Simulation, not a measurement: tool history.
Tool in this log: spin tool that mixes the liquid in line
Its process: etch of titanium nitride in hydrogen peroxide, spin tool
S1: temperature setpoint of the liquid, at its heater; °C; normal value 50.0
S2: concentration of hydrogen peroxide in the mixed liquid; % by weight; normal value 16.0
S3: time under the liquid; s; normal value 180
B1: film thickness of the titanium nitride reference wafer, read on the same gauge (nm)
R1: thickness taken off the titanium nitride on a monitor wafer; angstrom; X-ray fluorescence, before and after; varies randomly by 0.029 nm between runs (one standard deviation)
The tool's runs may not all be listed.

run	hour	S1	S2	S3	B1	R1
1	0.0	50.0	19.0	140	109.991	37.73
2	27.7	50.0	16.0	180	110.018	47.19
3	79.4	50.0	16.0	180	109.993	46.58
4	146.9	55.5	16.0	180	110.028	68.60
5	186.9	50.0	16.0	180	110.009	46.34
6	256.5	50.0	16.0	180	109.976	46.18
# hour 281.2: heated supply line repaired
# hour 307.2: gauge calibrated
7	320.7	50.0	16.0	180	110.014	45.59
8	346.2	50.0	14.5	145	110.016	35.75
# hour 385.7: new drum of peroxide connected
9	392.7	50.0	14.5	145	110.001	35.85
10	459.1	43.5	16.0	180	110.006	28.13
# hour 465.0: peroxide flow meter replaced
11	501.9	50.0	18.5	80	110.019	20.79
12	553.9	50.0	14.0	180	109.993	43.73
13	584.1	50.0	13.0	75	109.984	17.99
14	631.9	50.0	16.0	180	109.994	44.51
# hour 645.1: thermometer replaced
15	674.0	42.0	16.0	180	109.982	25.63
16	705.0	42.5	12.0	180	109.992	25.35
17	771.1	53.0	16.0	240	109.979	76.88
18	826.6	50.0	16.0	180	109.993	46.18
19	852.8	50.0	16.0	180	109.996	46.27
20	891.8	50.0	16.0	150	109.993	38.34

Results for each run, recomputed without the tool's hidden state and with each run's random variation untouched:
Hidden state at play: liquid colder than its thermometer reads (K); peroxide flow above the setpoint (%); temperature lost on the way to the wafer (K); peroxide weaker than its label (%); gauge reads high (%).
run	R1
1	37.97
2	47.60
3	47.16
4	69.71
5	47.25
6	47.33
7	46.93
8	36.88
9	37.09
10	29.30
11	21.68
12	45.77
13	18.87
14	46.86
15	25.88
16	25.65
17	78.15
18	47.13
19	47.32
20	39.32
